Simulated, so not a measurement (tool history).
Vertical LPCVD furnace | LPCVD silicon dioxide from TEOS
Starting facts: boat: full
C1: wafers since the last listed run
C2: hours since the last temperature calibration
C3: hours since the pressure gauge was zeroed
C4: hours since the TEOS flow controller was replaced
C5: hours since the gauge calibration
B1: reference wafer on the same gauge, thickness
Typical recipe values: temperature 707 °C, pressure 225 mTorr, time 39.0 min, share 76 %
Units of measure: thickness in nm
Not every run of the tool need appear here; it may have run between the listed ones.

{"run": 1, "hour": 0.0, "temperature": 701, "pressure": 225, "time": 39.0, "share": 76, "C1": 0, "C2": 2006.2, "C3": 3080.6, "C4": 6495.8, "C5": 675.4, "B1": 370.38, "thickness": 296.04}
{"run": 2, "hour": 9.1, "temperature": 701, "pressure": 225, "time": 39.0, "share": 76, "C1": 125, "C2": 2015.3, "C3": 3089.7, "C4": 6504.9, "C5": 684.5, "B1": 371.24, "thickness": 297.98}
{"run": 3, "hour": 17.1, "temperature": 707, "pressure": 225, "time": 33.5, "share": 76, "C1": 110, "C2": 2023.3, "C3": 3097.7, "C4": 6512.9, "C5": 692.5, "B1": 370.63, "thickness": 294.81}
{"run": 4, "hour": 28.2, "temperature": 707, "pressure": 225, "time": 33.5, "share": 76, "C1": 153, "C2": 2034.4, "C3": 3108.8, "C4": 6524.0, "C5": 703.6, "B1": 370.76, "thickness": 298.45}
{"run": 5, "hour": 45.1, "temperature": 707, "pressure": 225, "time": 33.5, "share": 76, "C1": 233, "C2": 2051.3, "C3": 3125.7, "C4": 6540.9, "C5": 720.5, "B1": 369.31, "thickness": 294.53}
{"run": 6, "hour": 63.1, "temperature": 707, "pressure": 225, "time": 39.0, "share": 76, "C1": 248, "C2": 2069.3, "C3": 3143.7, "C4": 6558.9, "C5": 738.5, "B1": 369.28, "thickness": 342.27}
{"hour": 66.3, "done": "gauge calibrated"}
{"run": 7, "hour": 80.2, "temperature": 707, "pressure": 225, "time": 39.0, "share": 76, "C1": 236, "C2": 2086.4, "C3": 3160.8, "C4": 6576.0, "C5": 13.9, "B1": 369.88, "thickness": 344.7}
{"run": 8, "hour": 87.7, "temperature": 701, "pressure": 225, "time": 26.5, "share": 76, "C1": 103, "C2": 2093.9, "C3": 3168.3, "C4": 6583.5, "C5": 21.4, "B1": 370.11, "thickness": 203.05}
{"hour": 124.3, "done": "TEOS flow controller replaced"}
{"hour": 139.1, "done": "pressure gauge zeroed"}
{"run": 9, "hour": 139.6, "temperature": 707, "pressure": 225, "time": 39.0, "share": 66, "C1": 180, "C2": 2145.8, "C3": 0.5, "C4": 15.3, "C5": 73.3, "B1": 370.76, "thickness": 320.55}
{"run": 10, "hour": 144.7, "temperature": 714, "pressure": 245, "time": 29.5, "share": 83, "C1": 70, "C2": 2150.9, "C3": 5.6, "C4": 20.4, "C5": 78.4, "B1": 369.7, "thickness": 332.42}
{"run": 11, "hour": 149.8, "temperature": 707, "pressure": 180, "time": 39.0, "share": 76, "C1": 70, "C2": 2156.0, "C3": 10.7, "C4": 25.5, "C5": 83.5, "B1": 370.79, "thickness": 307.26}
{"run": 12, "hour": 154.9, "temperature": 703, "pressure": 225, "time": 39.0, "share": 76, "C1": 70, "C2": 2161.1, "C3": 15.8, "C4": 30.6, "C5": 88.6, "B1": 370.29, "thickness": 316.77}
{"run": 13, "hour": 166.2, "temperature": 710, "pressure": 225, "time": 31.5, "share": 88, "C1": 156, "C2": 2172.4, "C3": 27.1, "C4": 41.9, "C5": 99.9, "B1": 370.17, "thickness": 318.81}
{"run": 14, "hour": 175.9, "temperature": 701, "pressure": 225, "time": 39.0, "share": 76, "C1": 134, "C2": 2182.1, "C3": 36.8, "C4": 51.6, "C5": 109.6, "B1": 370.23, "thickness": 298.01}
{"run": 15, "hour": 197.4, "temperature": 707, "pressure": 225, "time": 39.0, "share": 76, "C1": 297, "C2": 2203.6, "C3": 58.3, "C4": 73.1, "C5": 131.1, "B1": 370.3, "thickness": 344.41}
{"run": 16, "hour": 209.0, "temperature": 707, "pressure": 225, "time": 32.0, "share": 76, "C1": 160, "C2": 2215.2, "C3": 69.9, "C4": 84.7, "C5": 142.7, "B1": 370.21, "thickness": 282.93}
{"run": 17, "hour": 224.5, "temperature": 707, "pressure": 225, "time": 26.0, "share": 76, "C1": 214, "C2": 2230.7, "C3": 85.4, "C4": 100.2, "C5": 158.2, "B1": 369.8, "thickness": 230.18}
{"run": 18, "hour": 239.7, "temperature": 699, "pressure": 275, "time": 28.5, "share": 76, "C1": 209, "C2": 2245.9, "C3": 100.6, "C4": 115.4, "C5": 173.4, "B1": 369.81, "thickness": 233.17}
{"hour": 273.0, "done": "thermocouples replaced and temperature profile calibrated"}
{"run": 19, "hour": 273.5, "temperature": 707, "pressure": 175, "time": 39.0, "share": 76, "C1": 135, "C2": 0.5, "C3": 134.4, "C4": 149.2, "C5": 207.2, "B1": 369.39, "thickness": 280.4}
{"run": 20, "hour": 278.6, "temperature": 707, "pressure": 225, "time": 39.0, "share": 76, "C1": 70, "C2": 5.6, "C3": 139.5, "C4": 154.3, "C5": 212.3, "B1": 370.1, "thickness": 313.93}
{"run": 21, "hour": 284.3, "temperature": 707, "pressure": 270, "time": 51.0, "share": 80, "C1": 78, "C2": 11.3, "C3": 145.2, "C4": 160.0, "C5": 218.0, "B1": 369.97, "thickness": 465.94}
{"run": 22, "hour": 298.3, "temperature": 700, "pressure": 225, "time": 39.0, "share": 76, "C1": 193, "C2": 25.3, "C3": 159.2, "C4": 174.0, "C5": 232.0, "B1": 368.54, "thickness": 268.09}
{"run": 23, "hour": 317.4, "temperature": 707, "pressure": 225, "time": 39.0, "share": 76, "C1": 263, "C2": 44.4, "C3": 178.3, "C4": 193.1, "C5": 251.1, "B1": 370.17, "thickness": 316.21}
{"run": 24, "hour": 338.8, "temperature": 718, "pressure": 245, "time": 45.0, "share": 68, "C1": 295, "C2": 65.8, "C3": 199.7, "C4": 214.5, "C5": 272.5, "B1": 369.86, "thickness": 460.97}
{"run": 25, "hour": 355.8, "temperature": 713, "pressure": 225, "time": 31.5, "share": 76, "C1": 234, "C2": 82.8, "C3": 216.7, "C4": 231.5, "C5": 289.5, "B1": 370.05, "thickness": 294.66}
{"run": 26, "hour": 374.6, "temperature": 711, "pressure": 225, "time": 39.0, "share": 76, "C1": 259, "C2": 101.6, "C3": 235.5, "C4": 250.3, "C5": 308.3, "B1": 370.4, "thickness": 348.68}
{"run": 27, "hour": 388.6, "temperature": 707, "pressure": 205, "time": 39.0, "share": 76, "C1": 193, "C2": 115.6, "C3": 249.5, "C4": 264.3, "C5": 322.3, "B1": 369.49, "thickness": 301.75}
{"run": 28, "hour": 404.7, "temperature": 713, "pressure": 225, "time": 46.0, "share": 68, "C1": 222, "C2": 131.7, "C3": 265.6, "C4": 280.4, "C5": 338.4, "B1": 369.98, "thickness": 403.37}
{"run": 29, "hour": 421.5, "temperature": 707, "pressure": 225, "time": 39.0, "share": 87, "C1": 232, "C2": 148.5, "C3": 282.4, "C4": 297.2, "C5": 355.2, "B1": 369.02, "thickness": 340.86}
{"run": 30, "hour": 439.4, "temperature": 707, "pressure": 270, "time": 43.5, "share": 81, "C1": 247, "C2": 166.4, "C3": 300.3, "C4": 315.1, "C5": 373.1, "B1": 368.65, "thickness": 401.14}
{"run": 31, "hour": 447.4, "temperature": 707, "pressure": 225, "time": 50.0, "share": 87, "C1": 110, "C2": 174.4, "C3": 308.3, "C4": 323.1, "C5": 381.1, "B1": 369.65, "thickness": 438.02}
{"run": 32, "hour": 459.7, "temperature": 701, "pressure": 190, "time": 43.5, "share": 72, "C1": 169, "C2": 186.7, "C3": 320.6, "C4": 335.4, "C5": 393.4, "B1": 369.77, "thickness": 280.14}

Measured minus without-hidden-state, run by run (identical run-to-run variation in each term; gauge scatter may differ):
The tool's hidden condition here consists of: true tube temperature minus thermocouple reading, K; true pressure minus gauge reading, mTorr; deviation of the TEOS flow from its setpoint, %; gauge reads high (%).
run=1 thickness=+23.25
run=2 thickness=+23.50
run=3 thickness=+23.06
run=4 thickness=+23.46
run=5 thickness=+23.33
run=6 thickness=+27.33
run=7 thickness=+27.72
run=8 thickness=+16.58
run=9 thickness=+26.46
run=10 thickness=+27.12
run=11 thickness=+25.47
run=12 thickness=+26.53
run=13 thickness=+26.45
run=14 thickness=+25.28
run=15 thickness=+29.13
run=16 thickness=+24.05
run=17 thickness=+19.69
run=18 thickness=+20.38
run=19 thickness=+0.68
run=20 thickness=+0.82
run=21 thickness=+1.31
run=22 thickness=+0.91
run=23 thickness=+1.29
run=24 thickness=+2.21
run=25 thickness=+1.62
run=26 thickness=+2.18
run=27 thickness=+2.06
run=28 thickness=+2.97
run=29 thickness=+2.77
run=30 thickness=+3.53
run=31 thickness=+3.99
run=32 thickness=+2.71
